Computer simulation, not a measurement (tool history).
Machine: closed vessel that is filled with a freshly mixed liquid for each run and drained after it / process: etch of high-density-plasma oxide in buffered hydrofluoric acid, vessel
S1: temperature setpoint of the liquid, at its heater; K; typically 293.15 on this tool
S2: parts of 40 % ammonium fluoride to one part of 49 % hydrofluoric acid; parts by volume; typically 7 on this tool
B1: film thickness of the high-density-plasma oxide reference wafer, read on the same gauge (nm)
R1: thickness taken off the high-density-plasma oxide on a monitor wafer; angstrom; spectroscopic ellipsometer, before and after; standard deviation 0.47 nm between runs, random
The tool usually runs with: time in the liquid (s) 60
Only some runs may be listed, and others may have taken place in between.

run 1 hour=0 | S1=293.15 S2=7 time_in_the_liquid_(s)=80 | B1=30 | R1=1119.3
run 2 hour=63.4 | S1=293.15 S2=7 time_in_the_liquid_(s)=80 | B1=30.01 | R1=1095.7
run 3 hour=159.9 | S1=293.15 S2=7 time_in_the_liquid_(s)=80 | B1=30 | R1=1111.4
run 4 hour=210.2 | S1=293.15 S2=9.5 time_in_the_liquid_(s)=80 | B1=29.99 | R1=817.2
run 5 hour=285.2 | S1=293.15 S2=9.5 time_in_the_liquid_(s)=80 | B1=30 | R1=808.4
run 6 hour=388.2 | S1=293.15 S2=9.5 time_in_the_liquid_(s)=80 | B1=30 | R1=813.8
run 7 hour=466.8 | S1=293.15 S2=7 time_in_the_liquid_(s)=60 | B1=30 | R1=831.7
run 8 hour=508.4 | S1=293.15 S2=7 time_in_the_liquid_(s)=60 | B1=30.01 | R1=826.7
-- hour=566.3 hydrofluoric acid flow meter replaced
run 9 hour=592.4 | S1=293.15 S2=7 time_in_the_liquid_(s)=60 | B1=29.98 | R1=830
run 10 hour=628.9 | S1=295.65 S2=7 time_in_the_liquid_(s)=60 | B1=30 | R1=945.6
run 11 hour=715.8 | S1=290.15 S2=6 time_in_the_liquid_(s)=30 | B1=30 | R1=394.9
-- hour=757.6 gauge calibrated
run 12 hour=772.6 | S1=290.15 S2=5 time_in_the_liquid_(s)=50 | B1=30 | R1=766.5
run 13 hour=870.9 | S1=293.15 S2=7 time_in_the_liquid_(s)=60 | B1=30.01 | R1=816
run 14 hour=942.7 | S1=291.65 S2=9 time_in_the_liquid_(s)=60 | B1=29.99 | R1=571.9
run 15 hour=983.2 | S1=293.15 S2=8 time_in_the_liquid_(s)=90 | B1=30 | R1=1058.2
-- hour=998.4 thermometer replaced
run 16 hour=1062.2 | S1=293.15 S2=8 time_in_the_liquid_(s)=60 | B1=30.03 | R1=725.7
run 17 hour=1127.3 | S1=293.15 S2=7 time_in_the_liquid_(s)=30 | B1=29.99 | R1=414.7
run 18 hour=1223.5 | S1=295.15 S2=5 time_in_the_liquid_(s)=60 | B1=30 | R1=1237.1
run 19 hour=1317.1 | S1=293.15 S2=5.5 time_in_the_liquid_(s)=40 | B1=30 | R1=684.1
run 20 hour=1420.4 | S1=294.65 S2=9 time_in_the_liquid_(s)=70 | B1=29.99 | R1=794.3
run 21 hour=1459.1 | S1=293.15 S2=7 time_in_the_liquid_(s)=60 | B1=29.99 | R1=824

Hidden state, per run?
hydrofluoric acid flow above the setpoint (%): 0 on each run
gauge reads high (%): 0 on each run
H1: liquid colder than its thermometer reads (K)
run=1 H1=0.102
run=2 H1=0.128
run=3 H1=0.167
run=4 H1=0.188
run=5 H1=0.219
run=6 H1=0.261
run=7 H1=0.293
run=8 H1=0.31
run=9 H1=0.345
run=10 H1=0.36
run=11 H1=0.395
run=12 H1=0.419
run=13 H1=0.459
run=14 H1=0.488
run=15 H1=0.505
run=16 H1=0.0697
run=17 H1=0.0964
run=18 H1=0.136
run=19 H1=0.174
run=20 H1=0.217
run=21 H1=0.232
